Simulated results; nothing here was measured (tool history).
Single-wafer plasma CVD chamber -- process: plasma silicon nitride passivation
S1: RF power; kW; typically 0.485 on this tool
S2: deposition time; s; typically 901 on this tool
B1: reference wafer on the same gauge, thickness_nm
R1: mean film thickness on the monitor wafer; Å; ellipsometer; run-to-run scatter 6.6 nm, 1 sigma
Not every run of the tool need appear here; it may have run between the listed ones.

run    hour     S1    S2        B1        R1
  1     0.0  0.485   982  1209.178  15141.48
  2    64.7  0.485  1031  1209.022  15916.73
  3   160.5  0.485  1031  1210.531  15953.37
  4   233.3  0.460   901  1209.469  13719.26
  5   288.1  0.460   901  1209.446  13637.38
  6   331.4  0.460   901  1210.112  13682.41
  7   373.4  0.485  1027  1208.716  15775.53
  8   435.5  0.485  1027  1209.674  15879.90
      617.6  -- gauge calibrated
      668.9  -- RF generator calibrated
  9   669.4  0.485  1027  1209.916  16114.36
 10   758.9  0.555   901  1209.693  14755.82
 11   809.3  0.555   901  1210.515  14886.76
 12   898.8  0.540   949  1209.999  15343.33
 13  1000.1  0.510   829  1211.369  12993.29
 14  1051.2  0.415   786  1209.852  11518.01
 15  1099.4  0.485   901  1210.501  14089.42
 16  1150.5  0.485  1027  1210.575  15981.58
     1159.6  -- showerhead replaced
 17  1202.9  0.485  1079  1208.702  16700.00
 18  1256.6  0.525  1054  1210.266  16702.61
 19  1355.8  0.565   850  1210.355  13820.64
 20  1423.4  0.540  1063  1209.578  17017.72
 21  1509.2  0.510   829  1210.338  12955.85
 22  1605.6  0.525   986  1209.983  15625.45
     1677.3  -- RF generator calibrated
 23  1677.8  0.460   848  1209.730  13020.35

Consider 4 possible next runs. They are alternatives, not a sequence: every one starts from the tool as it was left by run 23. What does each give?
  A  1678.5  0.390  901   ?   ?
  B  1678.5  0.450  754   ?   ?
  C  1678.5  0.540  822   ?   ?
  D  1678.5  0.435  763   ?   ?

run        B1        R1
  A  1211.257  13049.28
  B  1211.257  11508.52
  C  1211.257  13384.98
  D  1211.257  11503.73
What these runs would have given with no unlogged condition in the tool:
run        R1
  A  13081.85
  B  11537.24
  C  13418.38
  D  11532.44
